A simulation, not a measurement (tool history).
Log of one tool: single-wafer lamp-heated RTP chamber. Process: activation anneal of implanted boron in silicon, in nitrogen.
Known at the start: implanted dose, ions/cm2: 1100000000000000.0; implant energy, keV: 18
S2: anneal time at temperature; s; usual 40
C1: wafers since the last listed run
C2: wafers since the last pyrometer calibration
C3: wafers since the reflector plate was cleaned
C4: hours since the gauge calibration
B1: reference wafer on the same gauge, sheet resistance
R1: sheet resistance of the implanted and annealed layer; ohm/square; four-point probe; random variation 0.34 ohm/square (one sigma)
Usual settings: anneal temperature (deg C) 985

{"run": 1, "hour": 0.0, "anneal temperature (deg C)": 985, "S2": 45, "C1": 0, "C2": 3833, "C3": 7078, "C4": 143.0, "B1": 101.23, "R1": 92.81}
{"run": 2, "hour": 16.6, "anneal temperature (deg C)": 985, "S2": 45, "C1": 164, "C2": 3997, "C3": 7242, "C4": 159.6, "B1": 101.23, "R1": 92.71}
{"run": 3, "hour": 27.9, "anneal temperature (deg C)": 985, "S2": 40, "C1": 111, "C2": 4108, "C3": 7354, "C4": 170.9, "B1": 101.19, "R1": 92.45}
{"run": 4, "hour": 40.7, "anneal temperature (deg C)": 985, "S2": 40, "C1": 126, "C2": 4235, "C3": 7480, "C4": 183.7, "B1": 101.32, "R1": 92.32}
{"run": 5, "hour": 47.5, "anneal temperature (deg C)": 985, "S2": 40, "C1": 67, "C2": 4302, "C3": 7547, "C4": 190.5, "B1": 101.19, "R1": 92.55}
{"run": 6, "hour": 62.0, "anneal temperature (deg C)": 985, "S2": 40, "C1": 143, "C2": 4445, "C3": 7691, "C4": 205.0, "B1": 101.31, "R1": 92.35}
{"run": 7, "hour": 70.7, "anneal temperature (deg C)": 985, "S2": 40, "C1": 85, "C2": 4531, "C3": 7777, "C4": 213.7, "B1": 101.31, "R1": 92.49}
{"hour": 86.8, "done": "reflector plate cleaned"}
{"run": 8, "hour": 87.3, "anneal temperature (deg C)": 985, "S2": 40, "C1": 84, "C2": 4616, "C3": 5, "C4": 230.3, "B1": 101.36, "R1": 92.38}
{"hour": 103.6, "done": "pyrometer window cleaned and pyrometer calibrated"}
{"run": 9, "hour": 104.1, "anneal temperature (deg C)": 985, "S2": 40, "C1": 86, "C2": 5, "C3": 91, "C4": 247.1, "B1": 101.33, "R1": 95.78}
{"run": 10, "hour": 118.6, "anneal temperature (deg C)": 965, "S2": 40, "C1": 143, "C2": 148, "C3": 235, "C4": 261.6, "B1": 101.3, "R1": 105.4}
{"run": 11, "hour": 133.3, "anneal temperature (deg C)": 985, "S2": 51, "C1": 145, "C2": 293, "C3": 380, "C4": 276.3, "B1": 101.38, "R1": 95.49}
{"hour": 146.7, "done": "gauge calibrated"}
{"run": 12, "hour": 154.9, "anneal temperature (deg C)": 1013, "S2": 23, "C1": 213, "C2": 507, "C3": 593, "C4": 8.2, "B1": 101.34, "R1": 91.16}
{"run": 13, "hour": 166.9, "anneal temperature (deg C)": 985, "S2": 40, "C1": 118, "C2": 625, "C3": 712, "C4": 20.2, "B1": 101.3, "R1": 96.21}
{"run": 14, "hour": 176.6, "anneal temperature (deg C)": 1006, "S2": 57, "C1": 95, "C2": 721, "C3": 808, "C4": 29.9, "B1": 101.31, "R1": 90.0}
{"run": 15, "hour": 193.1, "anneal temperature (deg C)": 985, "S2": 40, "C1": 163, "C2": 884, "C3": 971, "C4": 46.4, "B1": 101.4, "R1": 95.42}
{"run": 16, "hour": 199.4, "anneal temperature (deg C)": 985, "S2": 40, "C1": 62, "C2": 946, "C3": 1033, "C4": 52.7, "B1": 101.39, "R1": 96.75}
{"run": 17, "hour": 207.2, "anneal temperature (deg C)": 985, "S2": 40, "C1": 77, "C2": 1023, "C3": 1110, "C4": 60.5, "B1": 101.29, "R1": 96.54}
{"run": 18, "hour": 224.2, "anneal temperature (deg C)": 1002, "S2": 61, "C1": 167, "C2": 1191, "C3": 1278, "C4": 77.5, "B1": 101.34, "R1": 91.35}
{"run": 19, "hour": 234.1, "anneal temperature (deg C)": 1014, "S2": 20, "C1": 97, "C2": 1289, "C3": 1376, "C4": 87.4, "B1": 101.33, "R1": 91.08}

4 ways to go on from here, each from the tool as it stands after run 19. What would each give?
{"run": "A", "hour": 234.5, "anneal temperature (deg C)": 985, "S2": 18, "C1": 3, "C2": 1293, "C3": 1380, "C4": 87.8, "B1": "?", "R1": "?"}
{"run": "B", "hour": 234.5, "anneal temperature (deg C)": 965, "S2": 58, "C1": 3, "C2": 1293, "C3": 1380, "C4": 87.8, "B1": "?", "R1": "?"}
{"run": "C", "hour": 234.5, "anneal temperature (deg C)": 998, "S2": 29, "C1": 3, "C2": 1293, "C3": 1380, "C4": 87.8, "B1": "?", "R1": "?"}
{"run": "D", "hour": 234.5, "anneal temperature (deg C)": 956, "S2": 57, "C1": 3, "C2": 1293, "C3": 1380, "C4": 87.8, "B1": "?", "R1": "?"}

run=A B1=101.30 R1=99.14
run=B B1=101.30 R1=103.11
run=C B1=101.30 R1=93.14
run=D B1=101.30 R1=109.42
Without the tool's hidden state the same runs would have given:
run=A R1=99.83
run=B R1=103.98
run=C R1=93.48
run=D R1=110.59

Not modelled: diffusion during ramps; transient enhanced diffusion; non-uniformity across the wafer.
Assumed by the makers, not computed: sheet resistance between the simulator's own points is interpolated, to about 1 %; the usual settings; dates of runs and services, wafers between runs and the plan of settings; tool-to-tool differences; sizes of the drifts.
